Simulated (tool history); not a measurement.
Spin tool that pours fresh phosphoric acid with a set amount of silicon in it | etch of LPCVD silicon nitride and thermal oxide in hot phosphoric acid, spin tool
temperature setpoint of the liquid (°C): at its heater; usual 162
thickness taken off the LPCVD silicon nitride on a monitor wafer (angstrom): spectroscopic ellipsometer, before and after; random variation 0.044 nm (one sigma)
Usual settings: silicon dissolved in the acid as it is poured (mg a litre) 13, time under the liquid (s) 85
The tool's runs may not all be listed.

run   hour  temperature setpoint of the liquid (°C)  silicon dissolved in the acid as it is poured (mg a litre)  time under the liquid (s)  wafers since the last listed run  hours since the thermometer was replaced  hours since the dissolved silicon flow meter was replaced  hours since the heated supply line was repaired  hours since the gauge calibration  read-back film thickness of the LPCVD silicon nitride reference wafer, read on the same gauge (nm)  thickness taken off the LPCVD silicon nitride on a monitor wafer (angstrom)
  1      0                                      162                                                          13                         85                                 0                                     529.7                                                      160.9                                           1961.2                              303.1                                                                                               39.98                                                                         69.2
  2   26.3                                      162                                                          13                         85                               399                                       556                                                      187.2                                           1987.5                              329.4                                                                                               40.01                                                                         68.6
  3   50.8                                      162                                                          13                         85                               372                                     580.5                                                      211.7                                             2012                              353.9                                                                                               39.99                                                                         68.7
  4   68.5                                      162                                                          13                         85                               268                                     598.2                                                      229.4                                           2029.7                              371.6                                                                                               39.99                                                                         68.1
  5  171.9                                      162                                                          13                         85                              1571                                     701.6                                                      332.8                                           2133.1                                475                                                                                               40.01                                                                         67.3
  6  202.1                                      162                                                          13                         85                               458                                     731.8                                                        363                                           2163.3                              505.2                                                                                                  40                                                                         67.4
  7  223.6                                      162                                                          13                         85                               326                                     753.3                                                      384.5                                           2184.8                              526.7                                                                                               40.01                                                                         67.8
       225  -- gauge calibrated
  8  244.1                                      162                                                          13                         85                               311                                     773.8                                                        405                                           2205.3                               19.1                                                                                                  40                                                                         67.1
     250.9  -- thermometer replaced
  9  262.3                                      162                                                          13                         85                               261                                      11.4                                                      423.2                                           2223.5                               37.3                                                                                               39.99                                                                         67.5
 10  295.5                                      162                                                          13                         60                               504                                      44.6                                                      456.4                                           2256.7                               70.5                                                                                               40.01                                                                         47.4
 11  308.2                                      162                                                          13                         85                               192                                      57.3                                                      469.1                                           2269.4                               83.2                                                                                                  40                                                                         67.6
 12  334.9                                      162                                                        17.5                        135                               405                                        84                                                      495.8                                           2296.1                              109.9                                                                                                  40                                                                        106.1
 13  355.7                                      162                                                          13                         85                               316                                     104.8                                                      516.6                                           2316.9                              130.7                                                                                               40.01                                                                         67.6
 14  376.3                                      162                                                          13                         85                               313                                     125.4                                                      537.2                                           2337.5                              151.3                                                                                                  40                                                                         67.3
 15  398.6                                      162                                                          22                         85                               338                                     147.7                                                      559.5                                           2359.8                              173.6                                                                                               39.99                                                                         67.3
     422.1  -- dissolved silicon flow meter replaced
 16  424.2                                      162                                                          13                         85                               373                                     173.3                                                        2.1                                           2385.4                              199.2                                                                                                  40                                                                         67.4
 17  437.9                                      162                                                        18.5                         40                               208                                       187                                                       15.8                                           2399.1                              212.9                                                                                               40.01                                                                         31.5
       473  -- heated supply line repaired
 18  526.1                                      164                                                          13                         50                              1325                                     275.2                                                        104                                             53.1                              301.1                                                                                               39.98                                                                         48.7
 19  557.7                                      162                                                          13                         85                               480                                     306.8                                                      135.6                                             84.7                              332.7                                                                                                  40                                                                         76.6
 20  586.9                                      163                                                          13                         85                               443                                       336                                                      164.8                                            113.9                              361.9                                                                                               40.01                                                                         78.8
 21  652.9                                      162                                                           8                         70                              1002                                       402                                                      230.8                                            179.9                              427.9                                                                                                  40                                                                         63.5
 22  674.4                                      162                                                          13                         65                               326                                     423.5                                                      252.3                                            201.4                              449.4                                                                                               40.01                                                                           58
 23  690.6                                      162                                                          13                         85                               246                                     439.7                                                      268.5                                            217.6                              465.6                                                                                               40.02                                                                         76.3

Forecast each of these 3 alternatives for the next run:
  A   691                                    163.5                                                          13                         85                                 6                                     440.1                                                      268.9                                              218                                466                                                                                                   ?                                                                            ?
  B   691                                    159.5                                                          21                         85                                 6                                     440.1                                                      268.9                                              218                                466                                                                                                   ?                                                                            ?
  C   691                                      162                                                        21.5                        120                                 6                                     440.1                                                      268.9                                              218                                466                                                                                                   ?                                                                            ?

run  read-back film thickness of the LPCVD silicon nitride reference wafer, read on the same gauge (nm)  thickness taken off the LPCVD silicon nitride on a monitor wafer (angstrom)
  A                                                                                                  40                                                                         79.5
  B                                                                                                  40                                                                         69.6
  C                                                                                                  40                                                                        106.8
Without the tool's hidden state the same runs would have given:
run  thickness taken off the LPCVD silicon nitride on a monitor wafer (angstrom)
  A                                                                         80.5
  B                                                                         70.4
  C                                                                        108.1

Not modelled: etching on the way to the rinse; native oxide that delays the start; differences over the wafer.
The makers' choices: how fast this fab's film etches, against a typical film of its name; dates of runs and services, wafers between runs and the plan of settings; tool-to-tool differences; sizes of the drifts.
